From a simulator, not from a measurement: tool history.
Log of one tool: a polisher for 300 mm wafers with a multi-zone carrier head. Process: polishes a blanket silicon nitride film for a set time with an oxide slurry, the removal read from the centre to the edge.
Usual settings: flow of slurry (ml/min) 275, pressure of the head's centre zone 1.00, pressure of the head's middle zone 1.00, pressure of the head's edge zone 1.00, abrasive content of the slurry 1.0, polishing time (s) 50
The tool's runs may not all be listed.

| run | hour | flow of slurry (ml/min) | pressure of the head's centre zone | pressure of the head's middle zone | pressure of the head's edge zone | abrasive content of the slurry | polishing time (s) | incoming thickness of the incoming film, nm | film removed at the wafer's centre (Å) | film removed at mid-radius (Å) | film removed at the wafer's edge (Å) |
|---|---|---|---|---|---|---|---|---|---|---|---|
| 1 | 0.0 | 275 | 1.00 | 1.00 | 1.00 | 1.0 | 50 | 412.9 | 381 | 370 | 390 |
|  | 5.4 | worn pad replaced by a new one |
| 2 | 5.9 | 275 | 1.00 | 1.00 | 1.00 | 1.0 | 50 | 411.1 | 385 | 370 | 381 |
| 3 | 20.6 | 275 | 1.00 | 1.00 | 0.97 | 1.0 | 50 | 414.7 | 379 | 368 | 379 |
|  | 29.9 | centre zone pressure recalibrated |
| 4 | 57.0 | 275 | 1.00 | 1.00 | 0.97 | 1.0 | 50 | 411.6 | 372 | 364 | 391 |
| 5 | 72.0 | 275 | 1.00 | 1.00 | 0.97 | 1.0 | 50 | 406.0 | 378 | 362 | 373 |
| 6 | 81.7 | 275 | 1.00 | 1.00 | 1.00 | 1.0 | 50 | 405.5 | 378 | 367 | 386 |
| 7 | 87.7 | 275 | 1.00 | 1.00 | 1.00 | 1.0 | 50 | 414.7 | 379 | 361 | 377 |
| 8 | 105.1 | 275 | 1.00 | 1.00 | 1.00 | 1.0 | 50 | 407.0 | 375 | 363 | 382 |
| 9 | 115.8 | 275 | 0.89 | 1.00 | 1.00 | 1.0 | 34 | 410.1 | 220 | 246 | 262 |
| 10 | 124.7 | 220 | 1.00 | 0.91 | 1.00 | 1.0 | 59 | 401.8 | 426 | 378 | 434 |
| 11 | 137.8 | 275 | 1.00 | 1.00 | 1.00 | 1.0 | 50 | 416.1 | 381 | 361 | 381 |
| 12 | 146.5 | 325 | 1.00 | 1.08 | 0.88 | 1.0 | 64 | 414.0 | 486 | 503 | 470 |
| 13 | 155.9 | 275 | 0.94 | 1.00 | 1.00 | 1.0 | 50 | 416.2 | 353 | 363 | 374 |
| 14 | 165.7 | 310 | 1.11 | 1.00 | 1.00 | 1.0 | 50 | 416.5 | 427 | 372 | 383 |
| 15 | 173.1 | 275 | 1.00 | 1.00 | 1.00 | 1.0 | 50 | 417.8 | 371 | 361 | 372 |
| 16 | 190.2 | 275 | 1.00 | 1.00 | 1.00 | 1.0 | 50 | 407.5 | 370 | 359 | 376 |
| 17 | 206.6 | 275 | 1.00 | 1.00 | 1.00 | 1.2 | 50 | 411.8 | 390 | 384 | 406 |
| 18 | 215.6 | 275 | 1.00 | 1.00 | 0.93 | 1.0 | 50 | 410.5 | 362 | 358 | 372 |
| 19 | 226.4 | 275 | 0.97 | 0.92 | 1.00 | 1.0 | 50 | 406.9 | 359 | 337 | 374 |
|  | 230.7 | worn pad replaced by a new one |
| 20 | 239.1 | 350 | 0.94 | 0.92 | 1.00 | 1.0 | 44 | 408.2 | 310 | 303 | 336 |
| 21 | 247.1 | 275 | 1.00 | 1.09 | 1.00 | 1.0 | 50 | 410.0 | 365 | 384 | 377 |

Forecast each of these 5 alternatives for the next run:
| A | 247.5 | 275 | 1.00 | 1.07 | 1.00 | 1.0 | 50 | 405.6 | ? | ? | ? |
| B | 247.5 | 275 | 0.91 | 1.00 | 1.00 | 1.0 | 50 | 405.6 | ? | ? | ? |
| C | 247.5 | 275 | 1.00 | 1.00 | 1.00 | 1.0 | 67 | 405.6 | ? | ? | ? |
| D | 247.5 | 275 | 1.00 | 1.00 | 1.00 | 1.0 | 41 | 405.6 | ? | ? | ? |
| E | 247.5 | 275 | 0.92 | 1.10 | 1.11 | 1.2 | 50 | 405.6 | ? | ? | ? |

| run | film removed at the wafer's centre (Å) | film removed at mid-radius (Å) | film removed at the wafer's edge (Å) |
|---|---|---|---|
| A | 362 | 375 | 375 |
| B | 329 | 354 | 375 |
| C | 485 | 474 | 503 |
| D | 297 | 290 | 308 |
| E | 359 | 413 | 425 |
Without the tool's hidden state the same runs would have given:
| run | film removed at the wafer's centre (Å) | film removed at mid-radius (Å) | film removed at the wafer's edge (Å) |
|---|---|---|---|
| A | 382 | 393 | 389 |
| B | 347 | 371 | 389 |
| C | 512 | 497 | 521 |
| D | 313 | 304 | 319 |
| E | 378 | 434 | 440 |

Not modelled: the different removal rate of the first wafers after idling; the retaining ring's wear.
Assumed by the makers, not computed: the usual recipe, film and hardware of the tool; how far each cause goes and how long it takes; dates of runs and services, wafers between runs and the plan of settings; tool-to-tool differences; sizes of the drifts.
